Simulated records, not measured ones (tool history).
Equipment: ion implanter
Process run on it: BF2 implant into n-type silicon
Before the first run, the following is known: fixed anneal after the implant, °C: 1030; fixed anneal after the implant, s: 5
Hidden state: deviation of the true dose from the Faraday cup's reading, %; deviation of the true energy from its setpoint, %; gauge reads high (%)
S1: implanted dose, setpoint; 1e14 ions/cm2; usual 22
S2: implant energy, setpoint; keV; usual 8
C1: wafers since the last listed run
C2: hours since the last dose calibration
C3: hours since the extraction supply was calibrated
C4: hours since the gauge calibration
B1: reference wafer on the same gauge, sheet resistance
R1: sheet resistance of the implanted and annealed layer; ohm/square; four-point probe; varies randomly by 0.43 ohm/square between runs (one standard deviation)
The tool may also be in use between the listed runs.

run    hour     S1   S2    C1      C2      C3      C4      B1      R1
  1       0  24.64    8     0  1451.2  1889.2  1098.4  290.97  253.58
  2    57.3  24.05  7.5  1366  1508.5  1946.5  1155.7  290.92  260.64
  3   112.1  24.05  7.5  1306  1563.3  2001.3  1210.5  290.95   260.7
  4     274     22    8  3860  1725.2  2163.2  1372.4  291.17  256.06
  5   348.4     22    8  1774  1799.6  2237.6  1446.8   290.9  256.06
  6   544.2     22    8  4669  1995.4  2433.4  1642.6  291.09  256.18
  7   586.4     22  6.5  1006  2037.6  2475.6  1684.8     291  277.79
  8   670.6     22  6.5  2007  2121.8  2559.8    1769  291.01  278.11
      702.9  -- gauge calibrated
  9   729.8     22  6.5  1411    2181    2619    26.9  290.96   276.8
 10   782.5     22    8  1256  2233.7  2671.7    79.6  291.07  256.85
 11   825.6     22    8  1027  2276.8  2714.8   122.7  291.04  256.44
 12   929.5  27.28  6.5  2477  2380.7  2818.7   226.6  291.05   274.4
 13   970.1     22    9   968  2421.3  2859.3   267.2  291.03  245.05
     1006.4  -- extraction supply calibrated
 14  1028.9  26.29   10  1211  2480.1    22.5     326  290.96  233.99
     1098.2  -- Faraday cup replaced and dose calibrated
 15  1105.3     22    6  1631     7.1    98.9   402.4  291.02  289.16
 16  1144.1  19.31    8   925    45.9   137.7   441.2   291.1  261.94
 17  1223.9  20.29    8  1902   125.7   217.5     521  291.09  261.12
     1294.6  -- extraction supply calibrated, repeated, since the last time left the tool worse
 18  1303.2     22    8  1700     205     8.6   600.3  290.85  254.48
 19  1408.8     22    7  2518   310.6   114.2   705.9  291.18  267.74
 20  1513.8  24.66   10  2503   415.6   219.2   810.9  290.99  229.66
 21    1551  24.65    8   887   452.8   256.4   848.1  290.91  251.74
 22  1612.4     22    8  1464   514.2   317.8   909.5  290.77  253.84

Below are 4 alternative next runs, each starting from the tool's condition after run 22. Predict each:
  A  1612.8     22    5   9  514.6  318.2  909.9   ?   ?
  B  1612.8  27.13   10   9  514.6  318.2  909.9   ?   ?
  C  1612.8  19.32  5.5   9  514.6  318.2  909.9   ?   ?
  D  1612.8  17.88    7   9  514.6  318.2  909.9   ?   ?

run     B1      R1
  A  290.9  301.29
  B  290.9  227.52
  C  290.9  293.33
  D  290.9  271.18
With no hidden state in the tool, these same runs would have given:
run      R1
  A  301.96
  B  228.13
  C  293.97
  D  271.79
